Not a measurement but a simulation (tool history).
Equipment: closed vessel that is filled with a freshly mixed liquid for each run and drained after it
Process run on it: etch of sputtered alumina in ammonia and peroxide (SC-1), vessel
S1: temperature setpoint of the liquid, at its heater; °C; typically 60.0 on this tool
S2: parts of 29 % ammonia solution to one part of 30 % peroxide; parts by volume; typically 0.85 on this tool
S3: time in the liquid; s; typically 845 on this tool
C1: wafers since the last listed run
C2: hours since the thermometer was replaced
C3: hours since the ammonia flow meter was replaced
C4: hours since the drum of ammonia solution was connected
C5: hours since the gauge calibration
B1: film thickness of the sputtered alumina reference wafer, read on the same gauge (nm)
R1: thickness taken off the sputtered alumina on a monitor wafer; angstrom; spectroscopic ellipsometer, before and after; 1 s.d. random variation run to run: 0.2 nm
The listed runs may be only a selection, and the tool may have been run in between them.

run,hour,S1,S2,S3,C1,C2,C3,C4,C5,B1,R1
1,0.0,60.0,0.85,845,0,1927.1,403.2,544.7,598.4,107.77,568.3
2,16.8,60.0,0.85,845,941,1943.9,420.0,561.5,615.2,107.79,560.8
3,38.8,60.0,0.85,535,1233,1965.9,442.0,583.5,637.2,107.74,356.2
4,60.5,60.0,0.85,535,1216,1987.6,463.7,605.2,658.9,107.68,358.2
5,75.5,60.0,0.85,535,840,2002.6,478.7,620.2,673.9,107.72,355.9
6,94.8,60.0,0.85,845,1081,2021.9,498.0,639.5,693.2,107.68,562.1
7,121.2,60.0,0.85,845,1479,2048.3,524.4,665.9,719.6,107.67,564.3
8,138.0,60.0,0.85,845,941,2065.1,541.2,682.7,736.4,107.63,564.7
9,165.4,60.0,0.85,845,1535,2092.5,568.6,710.1,763.8,107.60,567.2
10,189.2,60.0,0.85,845,1334,2116.3,592.4,733.9,787.6,107.57,563.1
11,202.4,60.0,0.85,845,739,2129.5,605.6,747.1,800.8,107.55,564.1
12,217.5,60.0,0.85,845,846,2144.6,620.7,762.2,815.9,107.54,562.6
13,291.6,50.5,0.85,1130,4153,2218.7,694.8,836.3,890.0,107.48,454.6
14,308.1,56.5,0.65,595,924,2235.2,711.3,852.8,906.5,107.45,323.5
15,323.4,60.0,0.85,845,857,2250.5,726.6,868.1,921.8,107.45,562.2
16,354.3,60.0,0.85,845,1732,2281.4,757.5,899.0,952.7,107.46,563.7
17,367.0,53.5,0.65,845,711,2294.1,770.2,911.7,965.4,107.42,392.3
18,399.4,60.0,0.85,845,1816,2326.5,802.6,944.1,997.8,107.39,562.2
19,454.4,54.5,1.20,995,3083,2381.5,857.6,999.1,1052.8,107.39,512.4
20,473.8,60.0,1.05,845,1087,2400.9,877.0,1018.5,1072.2,107.38,573.2
21,488.1,52.5,0.85,845,801,2415.2,891.3,1032.8,1086.5,107.36,379.5
# hour 557.5: new drum of ammonia solution connected
22,559.8,57.0,0.85,700,3963,2486.9,963.0,2.3,1158.2,107.33,399.1
23,579.7,60.0,0.85,845,1115,2506.8,982.9,22.2,1178.1,107.32,564.9

What does the tool deliver on the next run?
# hour 592.0: ammonia flow meter replaced
# hour 598.6: thermometer replaced
# hour 630.7: gauge calibrated
24,644.8,60.0,0.85,845,3537,46.2,52.8,87.3,14.1,?,?

For run 24 the tool returned B1 110.23, R1 575.7 angstrom.
Were there no unlogged condition in the tool, this run, its random variation unchanged, would have produced R1 574.4 angstrom.
